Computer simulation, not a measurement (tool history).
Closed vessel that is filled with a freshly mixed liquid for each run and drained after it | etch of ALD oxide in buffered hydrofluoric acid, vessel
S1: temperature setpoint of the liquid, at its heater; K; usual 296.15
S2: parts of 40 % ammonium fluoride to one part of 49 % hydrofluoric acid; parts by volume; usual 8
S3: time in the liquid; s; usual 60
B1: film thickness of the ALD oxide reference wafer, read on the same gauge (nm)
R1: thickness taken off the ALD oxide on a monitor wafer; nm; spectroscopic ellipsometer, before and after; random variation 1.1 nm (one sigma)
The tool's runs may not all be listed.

run     day      S1    S2  S3      B1      R1
  1       0  296.15     8  40  139.98   76.24
  2    1.35  296.15     8  40  139.99    77.2
  3   2.167  296.15     8  40  139.98   75.52
  4   3.229  296.15    10  45     140   70.19
  5   4.212  296.15    10  45  140.01   70.48
  6   5.162  296.15    10  45     140   69.82
  7   5.917  296.15  10.5  60  140.01    90.3
  8     7.2  296.15  10.5  60     140   88.47
      8.379  -- hydrofluoric acid flow meter replaced
  9   8.621  296.15  10.5  60  140.03   90.78
      8.662  -- gauge calibrated
 10   9.325  296.15     8  60  139.99  114.08
 11  10.321  296.15     8  60  140.01  114.83
     11.446  -- thermometer replaced
 12  11.642  299.15    10  80  140.04  148.35
 13  12.729  292.65     7  60  140.01  110.21
 14  13.842  296.15     8  60  140.02  115.09
 15  14.988  296.15     8  45  140.01   85.46
 16  16.388  296.15     8  60  139.98  115.08
 17  17.325  296.15  10.5  90  140.03  132.59
 18  18.321  294.15   6.5  60  140.02  126.04
 19  19.804  298.15     8  80  139.99  168.26
 20  21.225  294.15   6.5  60  140.04  125.12
 21  21.729  294.15     8  45  140.02   76.95
 22  22.758  298.65  10.5  40  140.02    67.8

The tool's hidden state at each run:
liquid colder than its thermometer reads (K): 0 in every run
hydrofluoric acid flow above the setpoint (%): 0 in every run
gauge reads high (%): 0 in every run

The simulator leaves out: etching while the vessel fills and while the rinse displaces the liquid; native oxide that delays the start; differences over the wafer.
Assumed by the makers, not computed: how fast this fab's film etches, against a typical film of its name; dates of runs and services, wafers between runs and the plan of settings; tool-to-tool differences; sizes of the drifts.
